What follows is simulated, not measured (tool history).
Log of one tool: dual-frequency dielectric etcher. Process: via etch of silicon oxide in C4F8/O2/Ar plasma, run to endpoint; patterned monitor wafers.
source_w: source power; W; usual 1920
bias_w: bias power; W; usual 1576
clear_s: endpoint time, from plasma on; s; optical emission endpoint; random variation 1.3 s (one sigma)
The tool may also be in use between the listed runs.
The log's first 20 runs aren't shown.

run	hour	source_w	bias_w	incoming incoming film thickness, nm	clear_s
21	317.7	1920	1576	976.2	198.7
# hour 323.8: source power generator calibrated
22	334.5	1700	1237	964.0	220.6
# hour 361.3: bias power generator calibrated
# hour 361.8: upper electrode replaced
23	362.3	1920	1576	959.6	199.8
24	362.7	1920	1800	966.3	197.6
25	373.3	2390	1793	971.7	176.6
26	390.4	2090	1323	954.9	195.5
27	396.7	2310	1719	967.0	177.6
28	410.5	1920	1247	963.1	205.0
29	422.4	1700	1485	969.9	215.9
30	435.7	1600	1853	963.6	215.1
31	448.2	2190	1834	963.9	182.0
32	454.4	1920	1576	973.3	202.7

5 ways to go on from here, each from the tool as it stands after run 32. What would each give?
A	454.9	1920	1576	966.1	?
B	454.9	2250	1724	966.1	?
C	454.9	1920	1885	966.1	?
D	454.9	2290	1393	966.1	?
E	454.9	2230	1576	966.1	?

run	clear_s
A	199.4
B	180.6
C	193.5
D	184.9
E	184.1
Without the tool's hidden state the same runs would have given:
run	clear_s
A	199.4
B	180.6
C	193.5
D	184.9
E	184.1

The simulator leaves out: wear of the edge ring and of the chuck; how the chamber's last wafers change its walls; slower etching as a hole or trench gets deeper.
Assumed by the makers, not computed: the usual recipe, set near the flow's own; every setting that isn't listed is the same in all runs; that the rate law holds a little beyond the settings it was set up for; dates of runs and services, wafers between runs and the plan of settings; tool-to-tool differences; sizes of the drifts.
